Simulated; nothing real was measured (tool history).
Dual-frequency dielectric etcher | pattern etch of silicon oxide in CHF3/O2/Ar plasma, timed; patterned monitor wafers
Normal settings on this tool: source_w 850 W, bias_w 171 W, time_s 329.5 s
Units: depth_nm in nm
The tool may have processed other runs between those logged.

run,hour,source_w,bias_w,time_s,"read-back reference wafer on the same gauge, depth_nm",depth_nm
1,0,850,171,329.5,840.3,803.2
2,36,850,171,329.5,840.2,801.5
# hour 66.6: source power generator calibrated
3,81.5,850,171,329.5,840.6,799.2
# hour 161.8: upper electrode replaced, of another model than before
4,162.3,850,171,329.5,839.6,796.8
5,214.5,850,171,329.5,840.3,798.4
# hour 229.8: gauge calibrated
6,242.1,850,171,329.5,840.2,793.1
# hour 295.2: bias power generator calibrated
7,297.4,850,171,329.5,839.7,791.2
# hour 370.3: wet clean of the chamber
8,370.8,850,171,329.5,840.3,806.2
9,379.5,850,171,329.5,840.6,800.3
10,422.2,850,171,309,839.7,749.7
11,455.4,850,171,309,840.1,745.5
12,515.3,660,207,259,839.5,650.9
13,543.8,1050,205,370.5,839.3,1030
14,584.9,750,171,358,840,836.7
15,614.1,950,192,265,840,691.9
16,638.2,1020,157,420.5,840.9,1011.8
17,699.4,850,171,309,839.7,740.2
18,754.1,730,171,329.5,840.7,758
19,781.7,720,171,406,839.2,935.2
20,814.2,1040,193,236.5,841,626
21,861.1,850,142,269,840.2,580.3
# hour 901.9: wet clean of the chamber
22,902.4,850,171,329.5,839.9,806.6
23,922.3,690,182,276.5,841.1,665.1
24,959.7,850,171,329.5,839.3,802
25,1016.7,850,149,303,840.3,687.5
26,1069.7,1040,171,329.5,840.2,838.9
27,1132.9,850,171,329.5,840.2,793.6
28,1175.2,1030,149,381,840.8,892.1
29,1212.3,780,187,402,840.2,992.6
30,1253,850,171,329.5,839.7,790.5
31,1304.1,940,208,231.5,840.6,626.8

What would each run have given without the hidden state, its run-to-run variation left as it was?
Hidden conditions of the tool in this case: etch rate over this chamber's usual, %; source power that arrives over what is set, %; bias power that arrives over what is set, %; gauge reads high (%).
run,depth_nm
1,805.2
2,805.1
3,804.9
4,806
5,810.1
6,805.9
7,806.4
8,808.9
9,803.3
10,754.4
11,751.6
12,658.3
13,1043.5
14,849.6
15,703.8
16,1030.5
17,756.5
18,777.1
19,960.3
20,644
21,598.6
22,805.2
23,664.7
24,803.2
25,690.7
26,845.4
27,802.5
28,904.3
29,1008.2
30,804.8
31,640

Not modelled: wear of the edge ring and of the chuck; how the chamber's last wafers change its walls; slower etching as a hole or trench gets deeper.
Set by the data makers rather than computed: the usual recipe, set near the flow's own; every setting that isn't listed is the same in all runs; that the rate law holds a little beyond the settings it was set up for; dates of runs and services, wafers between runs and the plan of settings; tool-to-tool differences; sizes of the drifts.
